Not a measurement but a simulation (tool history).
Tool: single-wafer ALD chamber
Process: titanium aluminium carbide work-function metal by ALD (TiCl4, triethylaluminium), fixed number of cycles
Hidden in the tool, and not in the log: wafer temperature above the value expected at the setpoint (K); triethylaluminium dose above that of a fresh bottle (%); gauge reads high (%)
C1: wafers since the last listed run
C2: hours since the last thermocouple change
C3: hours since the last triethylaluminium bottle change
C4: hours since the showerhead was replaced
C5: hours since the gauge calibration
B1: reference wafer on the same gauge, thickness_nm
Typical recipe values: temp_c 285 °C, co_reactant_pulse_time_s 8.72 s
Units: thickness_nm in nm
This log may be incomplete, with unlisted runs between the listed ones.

{"run": 1, "hour": 0.0, "temp_c": 285, "co_reactant_pulse_time_s": 8.72, "C1": 0, "C2": 2443.9, "C3": 404.6, "C4": 3384.5, "C5": 177.3, "B1": 2.093, "thickness_nm": 1.965}
{"run": 2, "hour": 7.9, "temp_c": 285, "co_reactant_pulse_time_s": 8.72, "C1": 106, "C2": 2451.8, "C3": 412.5, "C4": 3392.4, "C5": 185.2, "B1": 2.092, "thickness_nm": 1.949}
{"run": 3, "hour": 25.9, "temp_c": 285, "co_reactant_pulse_time_s": 8.72, "C1": 241, "C2": 2469.8, "C3": 430.5, "C4": 3410.4, "C5": 203.2, "B1": 2.086, "thickness_nm": 1.953}
{"run": 4, "hour": 39.3, "temp_c": 276, "co_reactant_pulse_time_s": 8.72, "C1": 180, "C2": 2483.2, "C3": 443.9, "C4": 3423.8, "C5": 216.6, "B1": 2.091, "thickness_nm": 1.879}
{"run": 5, "hour": 54.3, "temp_c": 276, "co_reactant_pulse_time_s": 8.72, "C1": 201, "C2": 2498.2, "C3": 458.9, "C4": 3438.8, "C5": 231.6, "B1": 2.09, "thickness_nm": 1.877}
{"run": 6, "hour": 69.3, "temp_c": 285, "co_reactant_pulse_time_s": 10.44, "C1": 201, "C2": 2513.2, "C3": 473.9, "C4": 3453.8, "C5": 246.6, "B1": 2.091, "thickness_nm": 2.005}
{"run": 7, "hour": 84.1, "temp_c": 285, "co_reactant_pulse_time_s": 8.72, "C1": 198, "C2": 2528, "C3": 488.7, "C4": 3468.6, "C5": 261.4, "B1": 2.092, "thickness_nm": 1.943}
{"run": 8, "hour": 91.4, "temp_c": 285, "co_reactant_pulse_time_s": 8.72, "C1": 98, "C2": 2535.3, "C3": 496, "C4": 3475.9, "C5": 268.7, "B1": 2.091, "thickness_nm": 1.936}
{"run": 9, "hour": 102.5, "temp_c": 285, "co_reactant_pulse_time_s": 8.72, "C1": 149, "C2": 2546.4, "C3": 507.1, "C4": 3487, "C5": 279.8, "B1": 2.092, "thickness_nm": 1.945}
{"run": 10, "hour": 119.1, "temp_c": 285, "co_reactant_pulse_time_s": 8.72, "C1": 223, "C2": 2563, "C3": 523.7, "C4": 3503.6, "C5": 296.4, "B1": 2.091, "thickness_nm": 1.938}
{"run": 11, "hour": 126.1, "temp_c": 296, "co_reactant_pulse_time_s": 9.9, "C1": 94, "C2": 2570, "C3": 530.7, "C4": 3510.6, "C5": 303.4, "B1": 2.092, "thickness_nm": 2.076}
{"run": 12, "hour": 133.2, "temp_c": 285, "co_reactant_pulse_time_s": 8.72, "C1": 95, "C2": 2577.1, "C3": 537.8, "C4": 3517.7, "C5": 310.5, "B1": 2.092, "thickness_nm": 1.931}
{"run": 13, "hour": 150.9, "temp_c": 285, "co_reactant_pulse_time_s": 8.72, "C1": 237, "C2": 2594.8, "C3": 555.5, "C4": 3535.4, "C5": 328.2, "B1": 2.092, "thickness_nm": 1.932}
{"run": 14, "hour": 166.8, "temp_c": 285, "co_reactant_pulse_time_s": 8.72, "C1": 213, "C2": 2610.7, "C3": 571.4, "C4": 3551.3, "C5": 344.1, "B1": 2.09, "thickness_nm": 1.925}
{"run": 15, "hour": 182.3, "temp_c": 275, "co_reactant_pulse_time_s": 8.72, "C1": 208, "C2": 2626.2, "C3": 586.9, "C4": 3566.8, "C5": 359.6, "B1": 2.091, "thickness_nm": 1.836}
{"run": 16, "hour": 189.6, "temp_c": 275, "co_reactant_pulse_time_s": 8.72, "C1": 98, "C2": 2633.5, "C3": 594.2, "C4": 3574.1, "C5": 366.9, "B1": 2.089, "thickness_nm": 1.848}
{"run": 17, "hour": 196.0, "temp_c": 292, "co_reactant_pulse_time_s": 11.15, "C1": 85, "C2": 2639.9, "C3": 600.6, "C4": 3580.5, "C5": 373.3, "B1": 2.092, "thickness_nm": 2.07}
{"hour": 211.2, "done": "triethylaluminium bottle replaced"}
{"run": 18, "hour": 211.7, "temp_c": 272, "co_reactant_pulse_time_s": 11.7, "C1": 103, "C2": 2655.6, "C3": 0.5, "C4": 3596.2, "C5": 389, "B1": 2.09, "thickness_nm": 1.945}
{"run": 19, "hour": 221.4, "temp_c": 285, "co_reactant_pulse_time_s": 11.12, "C1": 130, "C2": 2665.3, "C3": 10.2, "C4": 3605.9, "C5": 398.7, "B1": 2.089, "thickness_nm": 2.035}
{"run": 20, "hour": 231.4, "temp_c": 285, "co_reactant_pulse_time_s": 5.7, "C1": 134, "C2": 2675.3, "C3": 20.2, "C4": 3615.9, "C5": 408.7, "B1": 2.09, "thickness_nm": 1.788}
{"run": 21, "hour": 247.5, "temp_c": 271, "co_reactant_pulse_time_s": 6.73, "C1": 216, "C2": 2691.4, "C3": 36.3, "C4": 3632, "C5": 424.8, "B1": 2.089, "thickness_nm": 1.775}
{"run": 22, "hour": 262.0, "temp_c": 272, "co_reactant_pulse_time_s": 11.7, "C1": 194, "C2": 2705.9, "C3": 50.8, "C4": 3646.5, "C5": 439.3, "B1": 2.091, "thickness_nm": 1.929}
{"hour": 275.0, "done": "thermocouple changed; heater temperature recalibrated"}
{"run": 23, "hour": 278.7, "temp_c": 285, "co_reactant_pulse_time_s": 8.72, "C1": 116, "C2": 3.7, "C3": 67.5, "C4": 3663.2, "C5": 456, "B1": 2.091, "thickness_nm": 1.974}
{"hour": 293.3, "done": "gauge calibrated"}
{"hour": 299.7, "done": "showerhead replaced"}
{"run": 24, "hour": 300.2, "temp_c": 296, "co_reactant_pulse_time_s": 9.9, "C1": 181, "C2": 25.2, "C3": 89, "C4": 0.5, "C5": 6.9, "B1": 2.09, "thickness_nm": 2.097}
{"run": 25, "hour": 307.7, "temp_c": 281, "co_reactant_pulse_time_s": 10.26, "C1": 100, "C2": 32.7, "C3": 96.5, "C4": 8, "C5": 14.4, "B1": 2.088, "thickness_nm": 1.986}
{"run": 26, "hour": 337.0, "temp_c": 285, "co_reactant_pulse_time_s": 10.58, "C1": 393, "C2": 62, "C3": 125.8, "C4": 37.3, "C5": 43.7, "B1": 2.089, "thickness_nm": 2.029}
{"run": 27, "hour": 345.2, "temp_c": 296, "co_reactant_pulse_time_s": 10.5, "C1": 110, "C2": 70.2, "C3": 134, "C4": 45.5, "C5": 51.9, "B1": 2.092, "thickness_nm": 2.116}
{"run": 28, "hour": 352.3, "temp_c": 293, "co_reactant_pulse_time_s": 10.48, "C1": 95, "C2": 77.3, "C3": 141.1, "C4": 52.6, "C5": 59, "B1": 2.089, "thickness_nm": 2.088}
{"run": 29, "hour": 361.5, "temp_c": 292, "co_reactant_pulse_time_s": 12.15, "C1": 123, "C2": 86.5, "C3": 150.3, "C4": 61.8, "C5": 68.2, "B1": 2.09, "thickness_nm": 2.097}
{"run": 30, "hour": 372.1, "temp_c": 278, "co_reactant_pulse_time_s": 9.91, "C1": 142, "C2": 97.1, "C3": 160.9, "C4": 72.4, "C5": 78.8, "B1": 2.089, "thickness_nm": 1.958}
{"run": 31, "hour": 387.3, "temp_c": 275, "co_reactant_pulse_time_s": 9.93, "C1": 204, "C2": 112.3, "C3": 176.1, "C4": 87.6, "C5": 94, "B1": 2.088, "thickness_nm": 1.929}
{"run": 32, "hour": 395.8, "temp_c": 299, "co_reactant_pulse_time_s": 7.48, "C1": 114, "C2": 120.8, "C3": 184.6, "C4": 96.1, "C5": 102.5, "B1": 2.087, "thickness_nm": 2.026}

Some steps in thickness_nm, run to run, broken into two amounts with sign: the step expected even without the hidden condition (settings, incoming material, random variation), and the rest, left for the hidden condition together with whatever gauge scatter is not in both the measured and the hidden-condition-free result:
Run 6 -> 7: co_reactant_pulse_time_s 10.44 -> 8.72. thickness_nm -0.062 nm: hidden state -0.014, all else -0.048.
Run 16 -> 17: temp_c 275 -> 292, co_reactant_pulse_time_s 8.72 -> 11.15. thickness_nm +0.222 nm: hidden state +0.021, all else +0.201.
Run 17 -> 18: temp_c 292 -> 272, co_reactant_pulse_time_s 11.15 -> 11.7, triethylaluminium bottle replaced. thickness_nm -0.125 nm: hidden state +0.039, all else -0.164.
Run 19 -> 20: co_reactant_pulse_time_s 11.12 -> 5.7. thickness_nm -0.247 nm: hidden state -0.005, all else -0.242.
Run 21 -> 22: temp_c 271 -> 272, co_reactant_pulse_time_s 6.73 -> 11.7. thickness_nm +0.154 nm: hidden state +0.004, all else +0.15.
